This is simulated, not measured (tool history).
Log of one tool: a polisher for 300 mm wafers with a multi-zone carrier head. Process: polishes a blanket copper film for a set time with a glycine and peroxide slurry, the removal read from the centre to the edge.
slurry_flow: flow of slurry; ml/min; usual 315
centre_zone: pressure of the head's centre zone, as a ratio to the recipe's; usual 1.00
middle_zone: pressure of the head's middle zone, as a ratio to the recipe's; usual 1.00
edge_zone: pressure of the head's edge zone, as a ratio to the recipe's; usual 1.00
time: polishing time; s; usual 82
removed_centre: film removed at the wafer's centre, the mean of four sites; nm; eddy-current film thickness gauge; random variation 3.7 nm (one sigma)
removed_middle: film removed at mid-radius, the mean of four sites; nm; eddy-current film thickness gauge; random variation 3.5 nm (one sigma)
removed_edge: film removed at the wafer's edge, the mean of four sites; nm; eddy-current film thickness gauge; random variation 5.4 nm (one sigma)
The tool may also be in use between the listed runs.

run    hour  slurry_flow  centre_zone  middle_zone  edge_zone  time  incoming thickness of the incoming film, nm  removed_centre  removed_middle  removed_edge
  1     0.0          315         1.00         1.00       1.00    82                                       1980.3           510.2           474.7         485.4
       49.5  -- carrier head's membrane replaced by a new one
  2    50.4          315         1.00         1.00       1.00    82                                       2000.6           501.7           474.2         477.4
  3   104.2          315         0.96         1.00       1.00    82                                       1993.2           494.7           469.3         480.9
  4   159.5          315         1.00         1.00       1.00    82                                       1971.4           507.5           470.8         490.9
      194.2  -- worn pad replaced by a new one
      200.9  -- slurry nozzle cleaned
  5   210.8          315         1.00         1.00       1.00    82                                       1979.5           504.5           479.0         476.1
  6   271.4          315         1.00         1.00       1.00    91                                       1988.1           558.2           520.3         532.5
  7   301.9          315         1.00         1.00       1.00    91                                       2023.4           556.6           524.9         535.5
  8   331.6          315         1.00         1.00       1.00    82                                       1989.8           510.4           466.8         478.2
  9   376.0          315         1.00         1.00       1.00    82                                       1989.2           506.8           477.3         488.3
      413.6  -- worn pad replaced by a new one
      425.6  -- slurry nozzle cleaned
 10   430.3          315         1.00         1.00       1.00    82                                       2002.2           516.0           472.3         484.2
 11   498.1          315         1.00         1.00       1.00    82                                       2000.8           507.1           470.9         482.9
      540.6  -- carrier head's membrane replaced by a new one
 12   568.1          315         1.00         1.00       1.00    72                                       1993.7           447.2           416.8         430.0
      583.9  -- centre zone pressure recalibrated
 13   594.8          240         0.97         1.00       0.90    82                                       1970.4           456.7           463.0         446.5
 14   627.3          315         1.00         1.00       1.00   102                                       2000.1           603.5           595.5         590.8
      641.5  -- slurry nozzle cleaned
 15   681.1          315         1.00         1.00       1.00    82                                       1971.3           479.6           471.1         482.6
      693.3  -- worn pad replaced by a new one
 16   741.1          315         1.00         1.00       1.00    82                                       1971.7           493.2           473.0         474.9
 17   799.8          415         1.00         1.00       1.00   100                                       1978.9           612.4           590.9         592.8
 18   858.0          315         1.00         1.00       1.00    82                                       1970.1           492.8           471.4         483.1
      880.7  -- slurry nozzle cleaned
      950.3  -- worn pad replaced by a new one
      969.1  -- edge zone pressure recalibrated
     1032.6  -- carrier head's membrane replaced by a new one
 19  1044.6          315         0.97         1.00       1.00    82                                       1968.0           481.3           476.2         484.2
 20  1071.1          315         1.09         1.06       1.00    82                                       1963.5           540.0           493.0         487.7
 21  1135.1          365         1.00         1.00       1.00    97                                       1978.9           600.8           554.3         582.0
     1166.2  -- slurry nozzle cleaned
     1198.3  -- worn pad replaced by a new one
 22  1198.8          315         1.00         1.00       1.00   105                                       1996.0           634.9           595.3         613.4
 23  1244.6          360         1.00         1.05       1.09    99                                       1994.3           615.4           590.5         610.9

3 ways to go on from here, each from the tool as it stands after run 23. What would each give?
  A  1245.0          315         1.00         1.00       1.00    82                                       1972.4               ?               ?             ?
  B  1245.0          315         1.00         1.00       1.00    70                                       1972.4               ?               ?             ?
  C  1245.0          315         1.09         1.00       1.09   111                                       1972.4               ?               ?             ?

run  removed_centre  removed_middle  removed_edge
  A           498.1           475.9         487.7
  B           425.2           406.3         416.3
  C           735.2           643.9         688.8
Without the tool's hidden state the same runs would have given:
run  removed_centre  removed_middle  removed_edge
  A           475.8           476.1         487.7
  B           406.2           406.4         416.3
  C           702.5           644.0         688.8
